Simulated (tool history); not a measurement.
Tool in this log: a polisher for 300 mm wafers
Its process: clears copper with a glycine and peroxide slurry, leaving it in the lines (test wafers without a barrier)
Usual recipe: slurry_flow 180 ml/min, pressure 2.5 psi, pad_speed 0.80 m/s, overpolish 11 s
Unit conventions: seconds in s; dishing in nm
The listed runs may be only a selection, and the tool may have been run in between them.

| run | day | slurry_flow | pressure | pad_speed | overpolish | incoming thickness of the incoming film, nm | seconds | dishing |
|---|---|---|---|---|---|---|---|---|
| 1 | 0.000 | 140 | 2.5 | 0.70 | 11 | 686.9 | 243.6 | 19.7 |
|  | 1.708 | worn pad replaced by a new one |
| 2 | 3.171 | 140 | 2.5 | 0.70 | 11 | 696.2 | 232.3 | 21.0 |
| 3 | 6.983 | 180 | 2.5 | 0.80 | 11 | 698.1 | 206.3 | 23.6 |
| 4 | 11.150 | 180 | 2.5 | 0.80 | 11 | 699.8 | 219.1 | 21.9 |
| 5 | 15.067 | 180 | 2.5 | 0.80 | 11 | 697.6 | 219.3 | 22.7 |
|  | 15.908 | head pressure recalibrated |
| 6 | 17.208 | 180 | 2.5 | 0.80 | 11 | 700.5 | 217.7 | 21.9 |
| 7 | 20.733 | 180 | 2.5 | 0.80 | 11 | 692.8 | 213.1 | 22.4 |
|  | 21.275 | slurry nozzle cleaned |
|  | 21.883 | worn pad replaced by a new one, of another model than before |
| 8 | 24.875 | 180 | 2.5 | 0.80 | 11 | 698.5 | 199.6 | 22.4 |
| 9 | 27.092 | 180 | 2.5 | 0.80 | 11 | 700.4 | 212.7 | 22.5 |
| 10 | 29.200 | 180 | 2.5 | 0.80 | 11 | 705.4 | 216.1 | 22.8 |
| 11 | 30.733 | 180 | 2.5 | 0.80 | 11 | 698.3 | 210.9 | 22.0 |
| 12 | 33.942 | 180 | 2.5 | 0.80 | 11 | 695.7 | 217.8 | 21.9 |
|  | 34.292 | head pressure recalibrated |
| 13 | 37.821 | 180 | 2.5 | 0.80 | 11 | 694.0 | 210.8 | 21.6 |
| 14 | 39.479 | 180 | 2.5 | 0.80 | 11 | 690.8 | 221.2 | 22.2 |
| 15 | 41.608 | 180 | 2.5 | 0.80 | 11 | 698.3 | 221.5 | 23.1 |
|  | 41.942 | worn pad replaced by a new one |
| 16 | 45.883 | 115 | 2.2 | 0.80 | 4 | 694.3 | 248.1 | 8.9 |
|  | 46.292 | slurry nozzle cleaned |
| 17 | 50.004 | 245 | 2.9 | 0.88 | 11 | 701.5 | 180.1 | 25.1 |
| 18 | 53.071 | 140 | 1.7 | 0.68 | 13 | 698.7 | 293.2 | 19.7 |
|  | 53.538 | head pressure recalibrated |
| 19 | 56.833 | 180 | 2.3 | 0.90 | 11 | 696.4 | 206.6 | 22.8 |
|  | 59.958 | worn pad replaced by a new one |
| 20 | 60.496 | 180 | 3.2 | 0.80 | 9 | 694.8 | 171.6 | 22.6 |
| 21 | 64.854 | 180 | 2.5 | 0.80 | 11 | 694.2 | 212.5 | 22.7 |
| 22 | 68.125 | 180 | 2.5 | 0.90 | 11 | 694.8 | 202.8 | 23.6 |
|  | 71.167 | head pressure recalibrated |
|  | 74.092 | slurry nozzle cleaned |
| 23 | 75.812 | 180 | 2.5 | 1.02 | 11 | 707.6 | 193.4 | 24.2 |
|  | 78.183 | worn pad replaced by a new one |
| 24 | 80.158 | 215 | 3.4 | 0.64 | 5 | 693.1 | 186.3 | 13.4 |
| 25 | 83.721 | 180 | 2.5 | 0.80 | 11 | 692.9 | 203.9 | 22.4 |
| 26 | 85.983 | 180 | 2.5 | 0.80 | 6 | 709.5 | 213.9 | 13.7 |
| 27 | 89.383 | 180 | 1.9 | 0.80 | 6 | 682.4 | 239.2 | 12.1 |
|  | 90.846 | head pressure recalibrated |
| 28 | 92.550 | 245 | 2.1 | 1.04 | 9 | 689.3 | 186.9 | 21.8 |

What if the next run were any one of these 4? Each begins from the tool's condition after run 28:
| A | 92.571 | 180 | 2.5 | 0.80 | 11 | 693.3 | ? | ? |
| B | 92.571 | 180 | 2.0 | 1.04 | 7 | 693.3 | ? | ? |
| C | 92.571 | 180 | 3.2 | 0.80 | 5 | 693.3 | ? | ? |
| D | 92.571 | 230 | 1.9 | 0.54 | 14 | 693.3 | ? | ? |

| run | seconds | dishing |
|---|---|---|
| A | 218.2 | 22.3 |
| B | 205.7 | 16.4 |
| C | 193.4 | 13.1 |
| D | 287.3 | 22.0 |
Stripped of hidden state, with their random variation kept, the same runs would have yielded:
| run | seconds | dishing |
|---|---|---|
| A | 189.9 | 24.6 |
| B | 179.0 | 18.3 |
| C | 168.3 | 14.8 |
| D | 250.0 | 24.4 |

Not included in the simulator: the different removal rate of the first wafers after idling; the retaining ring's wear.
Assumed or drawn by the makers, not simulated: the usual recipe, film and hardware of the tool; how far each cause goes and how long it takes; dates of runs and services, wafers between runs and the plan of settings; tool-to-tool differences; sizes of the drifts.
